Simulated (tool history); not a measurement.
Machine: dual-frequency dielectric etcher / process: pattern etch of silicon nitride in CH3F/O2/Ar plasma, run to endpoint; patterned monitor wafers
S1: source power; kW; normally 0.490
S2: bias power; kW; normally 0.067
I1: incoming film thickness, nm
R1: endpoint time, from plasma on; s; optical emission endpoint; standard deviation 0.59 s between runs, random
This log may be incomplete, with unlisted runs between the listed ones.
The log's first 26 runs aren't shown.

-- day=79.438 upper electrode replaced
run 27 day=80.846 | S1=0.490 S2=0.074 | I1=48.97 | R1=70.1
-- day=81.233 bias power generator calibrated
run 28 day=84.242 | S1=0.590 S2=0.083 | I1=48.86 | R1=64.9
-- day=85.525 wet clean of the chamber
run 29 day=86.092 | S1=0.490 S2=0.067 | I1=49.18 | R1=71.6
run 30 day=89.408 | S1=0.550 S2=0.073 | I1=48.91 | R1=67.0
run 31 day=93.267 | S1=0.570 S2=0.067 | I1=48.52 | R1=67.8
run 32 day=96.546 | S1=0.490 S2=0.067 | I1=48.85 | R1=72.6
run 33 day=99.125 | S1=0.490 S2=0.067 | I1=49.16 | R1=72.9
run 34 day=100.792 | S1=0.490 S2=0.067 | I1=48.86 | R1=72.8
-- day=104.338 wet clean of the chamber
run 35 day=104.358 | S1=0.490 S2=0.072 | I1=48.94 | R1=70.8

Below are 4 alternative next runs, each starting from the tool's condition after run 35. Predict each:
run A day=104.375 | S1=0.580 S2=0.067 | I1=48.94 | R1=?
run B day=104.375 | S1=0.580 S2=0.054 | I1=48.94 | R1=?
run C day=104.375 | S1=0.490 S2=0.080 | I1=48.94 | R1=?
run D day=104.375 | S1=0.580 S2=0.077 | I1=48.94 | R1=?

run=A R1=67.1
run=B R1=70.5
run=C R1=68.1
run=D R1=64.9
Stripped of hidden state, with their random variation kept, the same runs would have yielded:
run=A R1=67.1
run=B R1=70.5
run=C R1=68.1
run=D R1=64.9

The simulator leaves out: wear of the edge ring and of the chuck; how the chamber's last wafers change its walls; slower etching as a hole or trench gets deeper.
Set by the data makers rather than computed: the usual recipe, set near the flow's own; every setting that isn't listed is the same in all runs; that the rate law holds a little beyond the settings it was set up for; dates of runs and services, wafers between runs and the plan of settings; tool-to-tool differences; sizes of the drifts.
